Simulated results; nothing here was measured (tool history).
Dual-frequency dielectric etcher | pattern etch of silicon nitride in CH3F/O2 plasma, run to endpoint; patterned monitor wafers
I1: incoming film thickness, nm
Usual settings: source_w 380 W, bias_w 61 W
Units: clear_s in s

run 1 hour=0.0 | source_w=380 bias_w=61 | I1=105.0 | clear_s=122.1
run 2 hour=7.6 | source_w=380 bias_w=61 | I1=104.3 | clear_s=121.9
run 3 hour=57.5 | source_w=380 bias_w=61 | I1=104.7 | clear_s=122.8
run 4 hour=71.0 | source_w=450 bias_w=61 | I1=103.7 | clear_s=116.4
run 5 hour=79.2 | source_w=450 bias_w=61 | I1=103.4 | clear_s=116.0
-- hour=93.3 source power generator calibrated
-- hour=130.9 wet clean of the chamber
run 6 hour=131.4 | source_w=380 bias_w=61 | I1=104.8 | clear_s=116.3
run 7 hour=144.0 | source_w=380 bias_w=61 | I1=104.9 | clear_s=116.5

Run 8 comes next. What will it give?
-- hour=161.4 bias power generator calibrated
-- hour=176.1 upper electrode replaced
run 8 hour=176.6 | source_w=430 bias_w=76 | I1=104.1 | clear_s=?

Run 8 gave clear_s 106.5 s.
Without the tool's hidden state the same run would have given clear_s 106.0 s.
